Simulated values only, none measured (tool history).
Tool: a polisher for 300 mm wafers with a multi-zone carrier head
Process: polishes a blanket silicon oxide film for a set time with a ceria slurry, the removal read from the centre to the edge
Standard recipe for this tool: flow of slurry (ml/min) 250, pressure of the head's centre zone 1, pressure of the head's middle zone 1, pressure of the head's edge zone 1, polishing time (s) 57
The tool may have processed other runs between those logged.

run,hour,flow of slurry (ml/min),pressure of the head's centre zone,pressure of the head's middle zone,pressure of the head's edge zone,polishing time (s),"incoming thickness of the incoming film, nm",film removed at the wafer's centre (Å),film removed at mid-radius (Å),film removed at the wafer's edge (Å)
1,0,250,1.09,1,1,57,1079.8,2006,1967,2002
# hour 25.7: slurry nozzle cleaned
2,93,250,1.09,1,1,57,1067.2,2161,2083,2047
# hour 189.3: worn pad replaced by a new one
3,194.3,250,1.09,1,1,57,1065,2336,2182,2172
# hour 239.4: centre zone pressure recalibrated
4,239.9,250,1,1,1,57,1061.5,2119,2200,2168
5,286.5,250,1,1,1,57,1071.3,2045,2135,2153
6,356.6,250,1,1,1,57,1099.4,1990,2072,2052
7,401.2,250,1,1,1,57,1079.2,1930,1993,1988
# hour 430.2: worn pad replaced by a new one
8,459.6,250,0.95,1,1.06,57,1091.5,1912,2093,2171
# hour 534.9: slurry nozzle cleaned
9,562.2,250,0.95,1,1.06,57,1072.2,1969,2145,2198
10,600.6,250,1.04,1,1,57,1058.5,2117,2130,2106
# hour 610.1: carrier head's membrane replaced by a new one
11,645,250,1.09,1,1,57,1078.2,2167,2062,2054
# hour 676.4: worn pad replaced by a new one
12,708.9,220,0.97,1.06,1,44,1079,1542,1759,1651
13,780.3,250,1,1,1,57,1063,2093,2160,2128
# hour 806.2: edge zone pressure recalibrated
14,819.1,200,1,0.96,1.11,57,1081.2,1954,1940,2141
# hour 843.2: centre zone pressure recalibrated
# hour 936.6: worn pad replaced by a new one
15,937.3,280,1.06,1.05,1.06,57,1094.2,2192,2211,2209
# hour 989.6: slurry nozzle cleaned
16,1026.2,250,1,1,1,57,1084.4,2108,2184,2173
17,1120.5,210,1.12,1.11,0.93,57,1079.6,2187,2197,1970
18,1170.5,250,1,1,1,57,1070.4,1951,2011,2012
# hour 1178.6: worn pad replaced by a new one
19,1275.9,250,1,1,0.92,57,1073.7,2053,2111,2044

Predict each of these 3 candidate next runs independently; none follows another, all start after run 19:
A,1276.3,250,1,1,1,57,1098.5,?,?,?
B,1276.3,250,0.9,1,1,57,1098.5,?,?,?
C,1276.3,250,0.93,1.11,1,70,1098.5,?,?,?

run,film removed at the wafer's centre (Å),film removed at mid-radius (Å),film removed at the wafer's edge (Å)
A,2041,2133,2092
B,1836,2134,2092
C,2332,2864,2565
The same runs, with their run-to-run variation unchanged, on a tool lacking any hidden condition would have given:
run,film removed at the wafer's centre (Å),film removed at mid-radius (Å),film removed at the wafer's edge (Å)
A,2172,2261,2200
B,1953,2263,2200
C,2481,3036,2698
